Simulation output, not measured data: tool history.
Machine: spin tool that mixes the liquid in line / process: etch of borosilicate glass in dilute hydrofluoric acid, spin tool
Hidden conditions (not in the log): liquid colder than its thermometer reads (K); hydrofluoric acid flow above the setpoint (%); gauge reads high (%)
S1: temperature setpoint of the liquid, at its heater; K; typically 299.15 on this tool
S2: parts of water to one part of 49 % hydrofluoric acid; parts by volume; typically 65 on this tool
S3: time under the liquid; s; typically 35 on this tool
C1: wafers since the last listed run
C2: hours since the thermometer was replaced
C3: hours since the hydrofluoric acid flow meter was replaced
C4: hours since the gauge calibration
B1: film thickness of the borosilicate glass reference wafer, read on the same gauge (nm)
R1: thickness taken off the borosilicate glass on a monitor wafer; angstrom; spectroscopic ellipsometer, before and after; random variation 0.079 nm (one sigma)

Run 1, hour 0.0: usual settings; C1 0; C2 2026.4; C3 1030.6; C4 345.1; B1 89.98. Result: R1 106.8 angstrom.
Run 2, hour 39.6: usual settings but S2 90 parts by volume; C1 469; C2 2066.0; C3 1070.2; C4 384.7; B1 90.00. Result: R1 73.8 angstrom.
Run 3, hour 85.7: usual settings but S2 90 parts by volume; C1 546; C2 2112.1; C3 1116.3; C4 430.8; B1 90.01. Result: R1 73.8 angstrom.
Run 4, hour 127.6: usual settings but S2 90 parts by volume; C1 496; C2 2154.0; C3 1158.2; C4 472.7; B1 90.06. Result: R1 73.1 angstrom.
Run 5, hour 177.5: usual settings; C1 591; C2 2203.9; C3 1208.1; C4 522.6; B1 89.97. Result: R1 105.3 angstrom.
Run 6, hour 230.0: usual settings; C1 621; C2 2256.4; C3 1260.6; C4 575.1; B1 90.03. Result: R1 104.9 angstrom.
Run 7, hour 265.7: usual settings; C1 422; C2 2292.1; C3 1296.3; C4 610.8; B1 89.95. Result: R1 104.9 angstrom.
Run 8, hour 293.9: usual settings but S1 301.15 K; C1 334; C2 2320.3; C3 1324.5; C4 639.0; B1 90.01. Result: R1 113.4 angstrom.
Run 9, hour 341.6: usual settings; C1 565; C2 2368.0; C3 1372.2; C4 686.7; B1 89.97. Result: R1 105.4 angstrom.
Run 10, hour 386.4: usual settings; C1 530; C2 2412.8; C3 1417.0; C4 731.5; B1 90.03. Result: R1 104.5 angstrom.
At hour 395.7: gauge calibrated.
At hour 429.0: thermometer replaced.
Run 11, hour 435.4: usual settings; C1 568; C2 6.4; C3 1466.0; C4 39.7; B1 90.00. Result: R1 114.8 angstrom.
Run 12, hour 470.2: usual settings; C1 412; C2 41.2; C3 1500.8; C4 74.5; B1 89.99. Result: R1 114.7 angstrom.
Run 13, hour 528.3: usual settings but S1 302.15 K, S3 20 s; C1 688; C2 99.3; C3 1558.9; C4 132.6; B1 90.03. Result: R1 72.5 angstrom.
Run 14, hour 576.7: usual settings; C1 573; C2 147.7; C3 1607.3; C4 181.0; B1 89.97. Result: R1 112.1 angstrom.
Run 15, hour 630.2: usual settings but S2 75 parts by volume, S3 45 s; C1 633; C2 201.2; C3 1660.8; C4 234.5; B1 90.02. Result: R1 124.5 angstrom.
Run 16, hour 694.7: usual settings but S1 294.65 K, S2 85 parts by volume, S3 50 s; C1 764; C2 265.7; C3 1725.3; C4 299.0; B1 90.02. Result: R1 100.7 angstrom.
Run 17, hour 740.0: usual settings but S3 20 s; C1 536; C2 311.0; C3 1770.6; C4 344.3; B1 90.02. Result: R1 64.7 angstrom.
At hour 915.3: hydrofluoric acid flow meter replaced.
Run 18, hour 954.0: usual settings but S3 25 s; C1 2523; C2 525.0; C3 38.7; C4 558.3; B1 90.02. Result: R1 79.5 angstrom.
Run 19, hour 1011.9: usual settings but S1 302.15 K, S3 50 s; C1 685; C2 582.9; C3 96.6; C4 616.2; B1 90.03. Result: R1 179.3 angstrom.
At hour 1042.1: gauge calibrated.
Run 20, hour 1050.2: usual settings but S1 297.15 K, S2 40 parts by volume, S3 45 s; C1 453; C2 621.2; C3 134.9; C4 8.1; B1 89.97. Result: R1 220.9 angstrom.
Run 21, hour 1091.2: usual settings but S1 304.15 K; C1 485; C2 662.2; C3 175.9; C4 49.1; B1 90.00. Result: R1 135.1 angstrom.
Run 22, hour 1135.8: usual settings but S1 295.15 K, S3 55 s; C1 528; C2 706.8; C3 220.5; C4 93.7; B1 89.98. Result: R1 146.8 angstrom.
Run 23, hour 1167.7: usual settings but S2 85 parts by volume, S3 25 s; C1 377; C2 738.7; C3 252.4; C4 125.6; B1 90.03. Result: R1 58.7 angstrom.
Run 24, hour 1226.9: usual settings but S2 85 parts by volume, S3 25 s; C1 701; C2 797.9; C3 311.6; C4 184.8; B1 90.02. Result: R1 59.4 angstrom.
Run 25, hour 1263.8: usual settings but S1 302.65 K; C1 437; C2 834.8; C3 348.5; C4 221.7; B1 89.99. Result: R1 125.3 angstrom.

Entry by entry between the runs, the difference in hidden state between the last listed run before and the first listed run after:
From run 10 to run 11: gauge calibrated (hour 395.7); thermometer replaced (hour 429.0)
  liquid colder than its thermometer reads (K): 2.58 -> 0.36
  difference, measured minus the result without the unlogged condition, R1: -11.5 -> -1.6 angstrom
From run 17 to run 18: hydrofluoric acid flow meter replaced (hour 915.3)
  liquid colder than its thermometer reads (K): 0.681 -> 0.906
  difference, measured minus the result without the unlogged condition, R1: -1.8 -> -3.0 angstrom
From run 19 to run 20: gauge calibrated (hour 1042.1)
  liquid colder than its thermometer reads (K): 0.967 -> 1.01
  difference, measured minus the result without the unlogged condition, R1: -7.0 -> -9.5 angstrom
